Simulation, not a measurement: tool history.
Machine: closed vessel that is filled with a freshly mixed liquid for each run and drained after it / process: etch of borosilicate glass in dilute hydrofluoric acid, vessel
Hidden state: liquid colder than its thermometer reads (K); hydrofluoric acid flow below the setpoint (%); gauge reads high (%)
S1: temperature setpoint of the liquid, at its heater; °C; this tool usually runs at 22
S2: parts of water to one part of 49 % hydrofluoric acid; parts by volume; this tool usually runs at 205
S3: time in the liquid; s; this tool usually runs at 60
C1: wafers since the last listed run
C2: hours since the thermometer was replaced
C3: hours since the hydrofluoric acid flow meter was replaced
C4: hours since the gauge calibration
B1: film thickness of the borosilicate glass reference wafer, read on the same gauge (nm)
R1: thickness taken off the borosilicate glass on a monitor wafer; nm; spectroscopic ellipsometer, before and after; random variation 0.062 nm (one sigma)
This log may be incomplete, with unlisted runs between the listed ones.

| run | day | S1 | S2 | S3 | C1 | C2 | C3 | C4 | B1 | R1 |
|---|---|---|---|---|---|---|---|---|---|---|
| 1 | 0 | 22 | 205 | 60 | 0 | 1874.8 | 819.3 | 826.8 | 140 | 9.18 |
| 2 | 2.146 | 25 | 205 | 60 | 5731 | 1926.3 | 870.8 | 878.3 | 139.97 | 10.26 |
|  | 3.742 | thermometer replaced |
| 3 | 3.938 | 25 | 205 | 60 | 4674 | 4.7 | 913.8 | 921.3 | 140.03 | 10.58 |
| 4 | 6.4 | 25 | 205 | 60 | 6577 | 63.8 | 972.9 | 980.4 | 139.98 | 10.51 |
| 5 | 7.967 | 22 | 205 | 75 | 4184 | 101.4 | 1010.5 | 1018 | 139.99 | 11.67 |
| 6 | 9.375 | 22 | 205 | 75 | 3761 | 135.2 | 1044.3 | 1051.8 | 140.01 | 11.82 |
| 7 | 10.388 | 22 | 205 | 75 | 2704 | 159.5 | 1068.6 | 1076.1 | 140.03 | 11.75 |
| 8 | 12.979 | 22 | 205 | 60 | 6922 | 221.7 | 1130.8 | 1138.3 | 139.99 | 9.43 |
| 9 | 15.242 | 22 | 205 | 30 | 6043 | 276 | 1185.1 | 1192.6 | 139.98 | 4.65 |
| 10 | 17.854 | 22 | 205 | 60 | 6978 | 338.7 | 1247.8 | 1255.3 | 139.99 | 9.22 |
|  | 22.771 | gauge calibrated |
| 11 | 23.012 | 22 | 205 | 85 | 13778 | 462.5 | 1371.6 | 5.8 | 140.02 | 13.07 |
|  | 24.825 | hydrofluoric acid flow meter replaced |
| 12 | 24.912 | 27 | 205 | 80 | 4963 | 508.1 | 2.1 | 51.4 | 139.98 | 15.53 |
| 13 | 26.25 | 22 | 205 | 60 | 3572 | 540.2 | 34.2 | 83.5 | 139.95 | 9.69 |
| 14 | 28.875 | 22 | 205 | 60 | 7011 | 603.2 | 97.2 | 146.5 | 139.99 | 9.74 |
| 15 | 31.2 | 22 | 205 | 85 | 6210 | 659 | 153 | 202.3 | 140 | 13.75 |
| 16 | 34.2 | 24.5 | 130 | 60 | 8013 | 731 | 225 | 274.3 | 140.03 | 18.16 |
| 17 | 35.642 | 22 | 160 | 80 | 3850 | 765.6 | 259.6 | 308.9 | 139.98 | 17.09 |
| 18 | 37.246 | 22 | 205 | 60 | 4284 | 804.1 | 298.1 | 347.4 | 139.95 | 9.58 |
| 19 | 38.838 | 20 | 205 | 30 | 4251 | 842.3 | 336.3 | 385.6 | 139.99 | 4.43 |
| 20 | 39.996 | 22 | 205 | 60 | 3094 | 870.1 | 364.1 | 413.4 | 140.04 | 9.5 |
| 21 | 42.821 | 22 | 120 | 60 | 7545 | 937.9 | 431.9 | 481.2 | 139.99 | 17.72 |
| 22 | 44.946 | 18.5 | 205 | 60 | 5676 | 988.9 | 482.9 | 532.2 | 140 | 8.3 |
| 23 | 46.492 | 24.5 | 270 | 85 | 4129 | 1026 | 520 | 569.3 | 140.02 | 10.46 |
| 24 | 48.4 | 24.5 | 270 | 85 | 5097 | 1071.8 | 565.8 | 615.1 | 140 | 10.35 |
| 25 | 51.325 | 26 | 205 | 35 | 7812 | 1142 | 636 | 685.3 | 139.99 | 6.35 |
| 26 | 52.404 | 22 | 205 | 60 | 2882 | 1167.9 | 661.9 | 711.2 | 140 | 9.41 |
| 27 | 54.008 | 22 | 275 | 60 | 4284 | 1206.4 | 700.4 | 749.7 | 140.06 | 6.51 |
| 28 | 55.596 | 17.5 | 130 | 80 | 4240 | 1244.5 | 738.5 | 787.8 | 140.01 | 17.76 |
| 29 | 57.292 | 24.5 | 230 | 35 | 4529 | 1285.2 | 779.2 | 828.5 | 140.01 | 5.13 |
| 30 | 59.321 | 23.5 | 205 | 75 | 5420 | 1333.9 | 827.9 | 877.2 | 140.02 | 12.27 |
| 31 | 62.183 | 19.5 | 285 | 50 | 7646 | 1402.6 | 896.6 | 945.9 | 140.03 | 4.66 |
| 32 | 63.675 | 25.5 | 205 | 60 | 3984 | 1438.4 | 932.4 | 981.7 | 139.99 | 10.49 |
| 33 | 64.871 | 25.5 | 295 | 60 | 3194 | 1467.1 | 961.1 | 1010.4 | 139.94 | 6.69 |

The logged runs with the hidden state left out (each run's random variation unchanged):
| run | R1 |
|---|---|
| 1 | 9.92 |
| 2 | 11.11 |
| 3 | 11.07 |
| 4 | 11.03 |
| 5 | 12.27 |
| 6 | 12.45 |
| 7 | 12.39 |
| 8 | 9.99 |
| 9 | 4.94 |
| 10 | 9.83 |
| 11 | 14.02 |
| 12 | 15.76 |
| 13 | 9.85 |
| 14 | 9.94 |
| 15 | 14.07 |
| 16 | 18.67 |
| 17 | 17.61 |
| 18 | 9.88 |
| 19 | 4.59 |
| 20 | 9.84 |
| 21 | 18.43 |
| 22 | 8.67 |
| 23 | 10.94 |
| 24 | 10.85 |
| 25 | 6.68 |
| 26 | 9.92 |
| 27 | 6.88 |
| 28 | 18.8 |
| 29 | 5.44 |
| 30 | 13.05 |
| 31 | 4.99 |
| 32 | 11.22 |
| 33 | 7.18 |
